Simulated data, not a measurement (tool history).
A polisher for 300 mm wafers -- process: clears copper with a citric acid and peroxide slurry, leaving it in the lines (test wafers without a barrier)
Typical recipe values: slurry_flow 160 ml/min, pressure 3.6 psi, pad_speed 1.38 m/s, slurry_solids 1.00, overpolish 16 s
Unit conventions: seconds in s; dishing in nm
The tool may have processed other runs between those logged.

run    hour  slurry_flow  pressure  pad_speed  slurry_solids  overpolish  incoming thickness of the incoming film, nm  seconds  dishing
  1     0.0          160       3.6       1.38           1.00          16                                        473.9    141.7     30.7
  2    34.6          160       3.6       1.38           1.00          16                                        476.1    143.8     29.6
  3    94.0          160       3.6       1.38           1.00          16                                        467.2    137.4     31.0
  4   142.0          160       3.6       1.38           1.20          16                                        480.7    141.0     30.0
  5   188.0          160       3.6       1.38           1.20          16                                        471.5    143.8     29.2
  6   227.9          160       3.6       1.38           1.20          16                                        473.9    141.8     29.4
      234.1  -- slurry nozzle cleaned
  7   296.3          160       2.7       1.08           1.00          16                                        470.4    206.4     23.1
      304.0  -- slurry blender recalibrated
  8   353.2          160       3.6       1.38           1.00          16                                        465.0    135.4     30.4
      388.1  -- worn pad replaced by a new one
  9   395.7          160       3.6       1.38           1.00          16                                        464.0    133.8     31.3
 10   435.4          160       3.6       1.38           1.00          25                                        466.1    137.9     41.5
 11   482.1          160       3.6       1.38           1.15          16                                        469.1    131.1     32.3
 12   508.8          160       3.6       1.38           1.00          16                                        468.2    138.3     29.7
 13   704.9          160       3.6       1.38           1.00          16                                        471.8    144.1     29.8
      710.6  -- slurry blender recalibrated
      729.8  -- slurry nozzle cleaned
 14   730.3          160       3.6       1.38           1.00          16                                        468.3    133.2     31.8
 15   768.5          160       3.6       0.96           1.00          16                                        471.1    193.1     24.5
 16   820.1          160       3.1       1.38           1.00           6                                        461.4    147.1     12.7
      827.6  -- worn pad replaced by a new one
 17   866.3          160       4.3       1.38           1.00          12                                        468.3    121.5     27.0
      899.4  -- head pressure recalibrated
 18   920.4          110       3.6       1.18           0.90          25                                        477.2    177.8     34.6
 19   950.4          115       4.5       1.38           0.75           9                                        473.9    135.0     19.9
 20  1035.4          160       3.6       1.38           1.00          16                                        465.9    137.7     31.0
 21  1060.0          160       3.6       1.68           1.00          16                                        477.0    118.4     34.7
 22  1091.9          160       3.6       1.38           1.00          16                                        471.1    142.6     31.4
 23  1157.0          175       3.6       1.38           1.00           9                                        466.6    137.0     19.7
     1162.6  -- slurry blender recalibrated
     1217.6  -- slurry nozzle cleaned
     1219.3  -- worn pad replaced by a new one
 24  1219.8          175       3.6       1.38           1.00          20                                        478.2    133.2     36.2
 25  1248.5          160       4.8       1.22           0.90          16                                        463.7    126.9     32.5
 26  1289.2          145       3.6       1.38           0.85          16                                        473.4    144.6     31.2
 27  1330.0          160       3.6       1.60           1.00          16                                        470.7    119.3     33.9
 28  1394.6          160       3.6       1.38           1.00          16                                        475.8    136.8     30.0

Here are 4 independent what-if runs from the current tool condition. What would each one return?
  A  1395.1          160       3.6       1.38           1.00          16                                        476.5        ?        ?
  B  1395.1          110       3.6       1.38           1.00          16                                        476.5        ?        ?
  C  1395.1          160       2.4       1.68           1.00          16                                        476.5        ?        ?
  D  1395.1          160       3.6       1.38           0.90          16                                        476.5        ?        ?

run  seconds  dishing
  A    141.1     29.4
  B    149.9     28.1
  C    146.2     28.4
  D    144.4     28.9
Without the tool's hidden state the same runs would have given:
run  seconds  dishing
  A    138.3     29.8
  B    146.0     28.7
  C    143.3     28.8
  D    141.5     29.3
